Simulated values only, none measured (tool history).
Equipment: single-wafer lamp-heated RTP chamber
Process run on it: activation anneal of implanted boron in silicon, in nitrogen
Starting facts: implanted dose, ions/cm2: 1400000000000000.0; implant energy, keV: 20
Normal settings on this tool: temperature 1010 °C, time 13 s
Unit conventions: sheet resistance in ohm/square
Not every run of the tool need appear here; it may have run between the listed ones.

run	hour	temperature	time	read-back reference wafer on the same gauge, sheet resistance	sheet resistance
1	0	1010	13	103	97.82
2	42.5	1010	13	102.92	98.34
3	110.4	1010	13	103.03	98.55
4	170.5	1010	13	103.13	98.15
5	236.9	1004	13	103.01	99.98
6	288	1004	13	103.02	100.46
7	349.1	1010	13	102.85	97.96
8	401.6	1010	13	102.97	97.78
9	428.2	1010	13	103	98.03
10	456.1	1010	13	102.96	98.22
11	493.4	1010	18	103.11	97.42
12	556.1	1010	13	103.03	98.22
13	594.9	1010	9	103	98.99
14	629.1	1010	9	103.04	99.84
15	663.4	1010	9	102.78	99.69
16	711.9	1034	5	103.09	95.03
17	779.9	1029	13	103.01	95.12
18	839.6	1034	5	102.88	95.92
19	884.6	1021	6	102.87	98.08
20	948.3	1002	6	103.06	103.46
21	982.9	1010	20	103.13	97.43
22	1036.6	1018	18	102.96	95.5
23	1084	997	19	102.95	100.88
24	1217	991	5	102.99	110.14
25	1250.5	981	16	103.22	111.21
26	1297.8	1032	13	103.01	94.89
27	1363.6	1010	13	102.91	98.09
28	1422.4	999	17	103.03	100.65
29	1452.7	1010	9	103.12	99.38
30	1498	985	19	102.93	106.61
31	1567.8	1010	13	102.98	98.57
32	1596.8	1037	10	102.95	93.29
33	1624.3	1010	13	103.16	98.52
34	1687.1	1031	16	102.82	93.61
35	1734.3	1010	7	102.95	100.14
36	1803	1039	21	103.07	92.61

Not shown: 9 entries that the log had between the listed runs. Between which runs, and how does the tool's hidden state differ before and after?
Between runs 2 and 3: pyrometer window cleaned and pyrometer calibrated (hour 107.4)
  no hidden state differs between the two runs
Between runs 9 and 10: gauge calibrated (hour 434.5)
  no hidden state differs between the two runs
Between runs 10 and 11: reflector plate cleaned (hour 473.4)
  no hidden state differs between the two runs
Between runs 11 and 12: pyrometer window cleaned and pyrometer calibrated (hour 547.7)
  no hidden state differs between the two runs
Between runs 19 and 20: pyrometer window cleaned and pyrometer calibrated (hour 932.8)
  no hidden state differs between the two runs
Between runs 23 and 24: reflector plate cleaned (hour 1092.7)
  no hidden state differs between the two runs
Between runs 26 and 27: pyrometer window cleaned and pyrometer calibrated (hour 1337)
  no hidden state differs between the two runs
Between runs 34 and 35: reflector plate cleaned (hour 1710.3)
  no hidden state differs between the two runs
Between runs 35 and 36: pyrometer window cleaned and pyrometer calibrated (hour 1802.5)
  no hidden state differs between the two runs
